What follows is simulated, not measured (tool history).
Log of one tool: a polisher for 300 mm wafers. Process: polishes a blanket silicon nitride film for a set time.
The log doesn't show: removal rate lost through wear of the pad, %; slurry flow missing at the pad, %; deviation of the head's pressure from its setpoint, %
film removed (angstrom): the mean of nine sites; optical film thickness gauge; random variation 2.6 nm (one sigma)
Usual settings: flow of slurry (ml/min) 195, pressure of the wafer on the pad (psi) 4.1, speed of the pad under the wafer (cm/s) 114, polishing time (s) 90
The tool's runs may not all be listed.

run	day	flow of slurry (ml/min)	pressure of the wafer on the pad (psi)	speed of the pad under the wafer (cm/s)	polishing time (s)	wafers since the last listed run	wafers polished on this pad	hours since the slurry nozzle was cleaned	hours since the head pressure was calibrated	incoming thickness of the incoming film, nm	film removed (angstrom)
1	0.000	195	4.1	114	90	0	514	812.2	1212.6	937.2	1922
# day 0.908: worn pad replaced by a new one
2	0.938	195	4.1	114	90	97	3	834.7	1235.1	908.4	2031
3	1.862	195	4.1	114	90	116	120	856.9	1257.3	919.5	2005
4	2.517	195	4.1	114	90	82	203	872.6	1273.0	936.0	1994
5	3.979	195	4.1	114	90	184	388	907.7	1308.1	902.8	1948
6	4.575	195	4.1	114	90	75	463	922.0	1322.4	915.2	1913
# day 5.288: slurry nozzle cleaned
7	5.771	195	4.1	114	90	145	609	11.6	1351.1	940.9	1865
# day 6.225: worn pad replaced by a new one, of another model than before
8	6.496	195	4.1	114	90	70	34	29.0	1368.5	918.6	2050
9	6.996	150	5.4	140	74	63	97	41.0	1380.5	920.3	2101
# day 7.229: head pressure recalibrated
10	8.250	195	3.2	76	104	148	245	71.1	24.5	919.6	1592
11	9.188	195	3.0	104	90	118	364	93.6	47.0	915.3	1526
12	10.558	170	3.6	126	90	173	537	126.5	79.9	917.7	1741
13	11.650	135	4.1	136	119	138	675	152.7	106.1	923.6	2262
# day 12.200: worn pad replaced by a new one
14	12.942	195	4.1	114	90	142	93	183.7	137.1	927.9	2032

What the log doesn't show, run by run:
slurry flow missing at the pad, %: 0 in every run
deviation of the head's pressure from its setpoint, %: 0 in every run
H1: removal rate lost through wear of the pad, %
run	H1
1	8.05
2	1.53
3	1.88
4	2.54
5	5.2
6	6.76
7	10.7
8	1.61
9	1.82
10	3.18
11	5
12	8.89
13	13
14	2.62
